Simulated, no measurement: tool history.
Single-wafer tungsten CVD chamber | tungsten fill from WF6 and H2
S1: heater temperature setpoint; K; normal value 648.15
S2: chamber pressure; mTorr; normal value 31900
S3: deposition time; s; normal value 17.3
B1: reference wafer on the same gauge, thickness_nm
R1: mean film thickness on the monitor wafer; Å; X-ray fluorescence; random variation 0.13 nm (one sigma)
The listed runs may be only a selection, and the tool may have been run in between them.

run	hour	S1	S2	S3	B1	R1
1	0	648.15	31900	18.1	33.166	352.98
2	38.5	648.15	31900	18.1	33.195	349.48
3	110.3	648.15	31900	18.1	33.248	351.7
4	136.3	648.15	37000	17.3	33.214	364.42
5	169.3	648.15	37000	17.3	33.198	365.23
6	211.6	648.15	31900	17.3	33.193	338.79
7	282.4	648.15	31900	19	33.234	372.26
8	350.5	648.15	31900	19	33.238	374.27
9	389.1	648.15	31900	19	33.212	373.09
10	548.6	648.15	31900	14.9	33.208	292.94
11	585.5	648.15	31900	18.6	33.25	368.95
12	655.2	648.15	31900	18.6	33.187	365.95
# hour 667.9: thermocouple changed; heater temperature recalibrated
13	724.8	648.15	31900	18.6	33.19	350.06
# hour 905.5: showerhead replaced
14	918.6	648.15	31900	16.3	33.176	307.4
15	960.5	648.15	31900	15.2	33.176	289.42
16	992.6	648.15	25400	18.4	33.204	303.37
# hour 1076.4: capacitance manometer re-zeroed and calibrated
17	1093.9	634.15	31900	18.2	33.18	261.05
18	1148	648.15	31900	17.3	33.2	328.47
19	1210.6	643.15	31900	14.9	33.171	257.79
20	1254	661.15	34900	19.6	33.172	510.85
# hour 1302.7: gauge calibrated
21	1313.9	637.15	31900	17.3	33.164	266.86
22	1385.3	648.15	26900	19.5	33.154	338.11
23	1441.8	648.15	31900	17.3	33.214	329.53
24	1496.4	648.15	38500	17.3	33.197	368
25	1564.8	663.15	31900	20.5	33.194	529.93
26	1624.9	658.15	31900	17.3	33.235	401.79
27	1672.1	648.15	31900	17.3	33.223	336.43
28	1709.4	641.15	36200	17.3	33.178	312.17
29	1750.7	643.15	31900	14.9	33.209	260.5

What would each run have given without the hidden state, its run-to-run variation left as it was?
The hidden state here: wafer temperature above the value expected at the setpoint (K); true pressure above the setpoint (%); gauge reads high (%).
run	R1
1	343.77
2	340.05
3	341.6
4	353.73
5	354.23
6	328.25
7	360.05
8	361.38
9	359.9
10	281.48
11	354.2
12	350.72
13	351.12
14	306.86
15	288.61
16	302.28
17	259.37
18	326.04
19	255.45
20	506
21	263.66
22	333.65
23	324.73
24	362.15
25	521.18
26	394.47
27	329.65
28	305.38
29	254.67
